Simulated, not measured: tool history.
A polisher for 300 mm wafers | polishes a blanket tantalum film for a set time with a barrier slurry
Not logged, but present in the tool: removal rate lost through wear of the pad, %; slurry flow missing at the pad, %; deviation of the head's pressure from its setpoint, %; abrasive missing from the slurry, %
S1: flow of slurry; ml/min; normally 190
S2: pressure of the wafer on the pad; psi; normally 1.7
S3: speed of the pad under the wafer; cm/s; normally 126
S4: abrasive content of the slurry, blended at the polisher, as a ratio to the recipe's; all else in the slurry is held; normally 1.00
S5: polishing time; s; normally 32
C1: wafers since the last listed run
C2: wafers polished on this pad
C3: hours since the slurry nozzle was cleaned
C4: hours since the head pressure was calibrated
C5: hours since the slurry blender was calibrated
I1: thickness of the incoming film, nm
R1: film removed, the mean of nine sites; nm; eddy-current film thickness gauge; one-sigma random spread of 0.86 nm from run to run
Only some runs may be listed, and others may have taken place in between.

| run | day | S1 | S2 | S3 | S4 | S5 | C1 | C2 | C3 | C4 | C5 | I1 | R1 |
|---|---|---|---|---|---|---|---|---|---|---|---|---|---|
| 1 | 0.000 | 190 | 1.7 | 126 | 0.90 | 32 | 0 | 344 | 199.4 | 321.1 | 121.7 | 308.1 | 61.5 |
| 2 | 3.812 | 190 | 1.7 | 96 | 1.00 | 32 | 692 | 1036 | 290.9 | 412.6 | 213.2 | 314.5 | 47.9 |
| 3 | 7.704 | 190 | 1.7 | 126 | 1.00 | 32 | 706 | 1743 | 384.3 | 506.0 | 306.6 | 308.9 | 61.2 |
| 4 | 11.171 | 190 | 1.7 | 126 | 1.00 | 32 | 629 | 2372 | 467.5 | 589.2 | 389.8 | 307.5 | 61.1 |
| 5 | 18.738 | 190 | 1.7 | 126 | 1.00 | 32 | 1373 | 3746 | 649.1 | 770.8 | 571.4 | 312.2 | 57.4 |
| 6 | 22.608 | 230 | 1.3 | 126 | 0.75 | 29 | 702 | 4449 | 742.0 | 863.7 | 664.3 | 313.3 | 32.8 |
|  | 22.862 | head pressure recalibrated |
|  | 24.550 | slurry nozzle cleaned |
|  | 25.383 | slurry blender recalibrated |
| 7 | 26.479 | 190 | 1.7 | 126 | 1.00 | 32 | 664 | 5114 | 46.3 | 86.8 | 26.3 | 305.5 | 66.5 |
|  | 30.779 | worn pad replaced by a new one |
| 8 | 30.804 | 190 | 1.7 | 126 | 1.00 | 32 | 754 | 4 | 150.1 | 190.6 | 130.1 | 309.6 | 66.5 |
| 9 | 33.008 | 190 | 1.7 | 126 | 1.00 | 32 | 400 | 404 | 203.0 | 243.5 | 183.0 | 306.1 | 65.6 |
| 10 | 35.946 | 145 | 2.2 | 144 | 1.15 | 32 | 533 | 937 | 273.5 | 314.0 | 253.5 | 310.5 | 95.1 |
| 11 | 37.979 | 190 | 1.7 | 92 | 0.75 | 27 | 369 | 1307 | 322.3 | 362.8 | 302.3 | 308.2 | 33.9 |
| 12 | 39.825 | 190 | 1.7 | 126 | 1.00 | 32 | 335 | 1642 | 366.6 | 407.1 | 346.6 | 307.3 | 64.5 |
| 13 | 43.800 | 210 | 2.1 | 140 | 0.90 | 32 | 721 | 2363 | 462.0 | 502.5 | 442.0 | 310.7 | 82.2 |
| 14 | 46.104 | 190 | 1.7 | 112 | 1.00 | 32 | 418 | 2782 | 517.3 | 557.8 | 497.3 | 315.7 | 53.7 |
| 15 | 49.983 | 220 | 1.4 | 126 | 1.00 | 32 | 704 | 3486 | 610.4 | 650.9 | 590.4 | 314.6 | 49.6 |
| 16 | 52.583 | 190 | 1.7 | 126 | 1.00 | 32 | 472 | 3958 | 672.8 | 713.3 | 652.8 | 308.5 | 57.5 |
| 17 | 56.246 | 155 | 1.7 | 104 | 1.00 | 32 | 664 | 4623 | 760.7 | 801.2 | 740.7 | 303.4 | 43.4 |
|  | 56.425 | head pressure recalibrated |
|  | 56.933 | slurry nozzle cleaned |
|  | 58.350 | slurry blender recalibrated |
| 18 | 59.104 | 190 | 1.7 | 126 | 1.00 | 32 | 481 | 5104 | 52.1 | 64.3 | 18.1 | 311.9 | 64.9 |
|  | 60.779 | worn pad replaced by a new one |
| 19 | 63.217 | 140 | 1.4 | 126 | 1.20 | 43 | 716 | 442 | 150.8 | 163.0 | 116.8 | 313.1 | 74.0 |
| 20 | 66.208 | 245 | 2.1 | 126 | 1.00 | 32 | 543 | 985 | 222.6 | 234.8 | 188.6 | 308.8 | 83.4 |
| 21 | 70.504 | 250 | 1.7 | 126 | 0.90 | 32 | 779 | 1765 | 325.7 | 337.9 | 291.7 | 309.9 | 62.3 |
| 22 | 73.975 | 190 | 1.7 | 126 | 1.00 | 32 | 630 | 2395 | 409.0 | 421.2 | 375.0 | 308.5 | 62.5 |
| 23 | 77.142 | 190 | 1.5 | 156 | 0.80 | 32 | 574 | 2970 | 485.0 | 497.2 | 451.0 | 308.9 | 60.1 |
| 24 | 79.712 | 190 | 1.7 | 126 | 1.00 | 32 | 466 | 3437 | 546.7 | 558.9 | 512.7 | 315.0 | 60.4 |
| 25 | 82.325 | 190 | 1.7 | 126 | 1.00 | 24 | 474 | 3911 | 609.4 | 621.6 | 575.4 | 311.2 | 44.3 |
| 26 | 85.362 | 245 | 1.7 | 126 | 1.00 | 32 | 551 | 4463 | 682.3 | 694.5 | 648.3 | 308.9 | 58.7 |
|  | 89.696 | head pressure recalibrated |
| 27 | 89.717 | 190 | 1.7 | 126 | 1.00 | 32 | 775 | 5238 | 786.8 | 0.5 | 752.8 | 310.1 | 53.7 |
|  | 90.938 | slurry blender recalibrated |
|  | 91.400 | worn pad replaced by a new one |
| 28 | 91.421 | 130 | 1.3 | 114 | 1.00 | 40 | 264 | 3 | 827.7 | 41.4 | 11.6 | 312.2 | 48.2 |
|  | 93.308 | slurry nozzle cleaned |
| 29 | 93.600 | 190 | 1.7 | 126 | 1.00 | 32 | 388 | 391 | 7.0 | 93.7 | 63.9 | 310.4 | 65.3 |

Each row is a separate what-if for the run after 29, all from the same tool condition, not one after another. Results?
| A | 93.617 | 190 | 1.7 | 126 | 1.25 | 32 | 3 | 394 | 7.4 | 94.1 | 64.3 | 303.6 | ? |
| B | 93.617 | 245 | 1.7 | 138 | 1.00 | 24 | 3 | 394 | 7.4 | 94.1 | 64.3 | 303.6 | ? |
| C | 93.617 | 190 | 2.2 | 126 | 1.00 | 32 | 3 | 394 | 7.4 | 94.1 | 64.3 | 303.6 | ? |
| D | 93.617 | 190 | 1.7 | 126 | 1.00 | 25 | 3 | 394 | 7.4 | 94.1 | 64.3 | 303.6 | ? |
| E | 93.617 | 190 | 2.1 | 90 | 0.85 | 37 | 3 | 394 | 7.4 | 94.1 | 64.3 | 303.6 | ? |

| run | R1 |
|---|---|
| A | 68.7 |
| B | 53.7 |
| C | 82.0 |
| D | 49.5 |
| E | 59.9 |
What these runs would have given with no unlogged condition in the tool:
| run | R1 |
|---|---|
| A | 70.3 |
| B | 55.1 |
| C | 84.3 |
| D | 50.9 |
| E | 61.9 |
